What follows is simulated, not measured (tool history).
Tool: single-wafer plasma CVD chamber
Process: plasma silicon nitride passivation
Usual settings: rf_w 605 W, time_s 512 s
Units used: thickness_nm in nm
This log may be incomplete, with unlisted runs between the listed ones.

run	hour	rf_w	time_s	wafers since the last listed run	hours since the last RF generator calibration	hours since the showerhead was replaced	hours since the gauge calibration	read-back reference wafer on the same gauge, thickness_nm	thickness_nm
1	0	605	512	0	1115.9	8587.7	56.4	916.861	829.446
2	6.7	630	482	26	1122.6	8594.4	63.1	916.852	794.051
3	21	630	482	56	1136.9	8608.7	77.4	916.786	790.004
4	32.2	605	512	44	1148.1	8619.9	88.6	916.952	831.67
5	45.9	605	440	54	1161.8	8633.6	102.3	917.063	712.412
6	56	605	440	39	1171.9	8643.7	112.4	916.948	715.925
7	68.7	605	447	50	1184.6	8656.4	125.1	916.884	723.412
8	85.3	605	512	65	1201.2	8673	141.7	917.096	829.986
9	93.9	605	512	34	1209.8	8681.6	150.3	916.977	829.048
# hour 105: showerhead replaced, of another model than before
10	105.5	605	512	14	1221.4	0.5	161.9	917.029	838.733
# hour 116.1: RF generator calibrated
11	121.9	605	512	33	5.8	16.9	178.3	916.911	850.588
# hour 126.5: gauge calibrated
12	133.8	670	512	47	17.7	28.8	7.3	917.057	874.058
13	145.1	605	550	44	29	40.1	18.6	916.727	913.165
14	164	660	539	74	47.9	59	37.5	916.903	910.9
15	175.1	655	512	43	59	70.1	48.6	917.213	865.051
16	185.8	605	598	42	69.7	80.8	59.3	917.202	989.639
17	197.7	605	512	47	81.6	92.7	71.2	916.945	849.012
18	206.2	605	512	33	90.1	101.2	79.7	917.278	850.041
19	220.2	670	435	55	104.1	115.2	93.7	917.045	737.693
20	227.1	605	466	27	111	122.1	100.6	917.263	770.778
21	233.6	675	538	25	117.5	128.6	107.1	916.977	914.684
22	242.2	510	417	34	126.1	137.2	115.7	917.115	665.189
23	248.6	605	512	25	132.5	143.6	122.1	916.967	848.982
24	262.4	605	586	54	146.3	157.4	135.9	916.888	968.282

Below, some changes in thickness_nm between adjacent runs. For each, the amount present without the hidden state too (settings, incoming material, random variation) and the amount remaining for the hidden state with gauge scatter not shared by both compared results:
Unlogged tool condition in this case: delivered RF power above the setpoint (%); gauge reads high (%).
Run 9 -> 10: showerhead replaced, of another model than before. thickness_nm +9.685 nm: hidden state +7.074, all else +2.611.
Run 10 -> 11: RF generator calibrated. thickness_nm +11.855 nm: hidden state +14.896, all else -3.041.
Run 21 -> 22: rf_w 675 -> 510, time_s 538 -> 417. thickness_nm -249.495 nm: hidden state +1.601, all else -251.096.
Run 22 -> 23: rf_w 510 -> 605, time_s 417 -> 512. thickness_nm +183.793 nm: hidden state -1.581, all else +185.374.

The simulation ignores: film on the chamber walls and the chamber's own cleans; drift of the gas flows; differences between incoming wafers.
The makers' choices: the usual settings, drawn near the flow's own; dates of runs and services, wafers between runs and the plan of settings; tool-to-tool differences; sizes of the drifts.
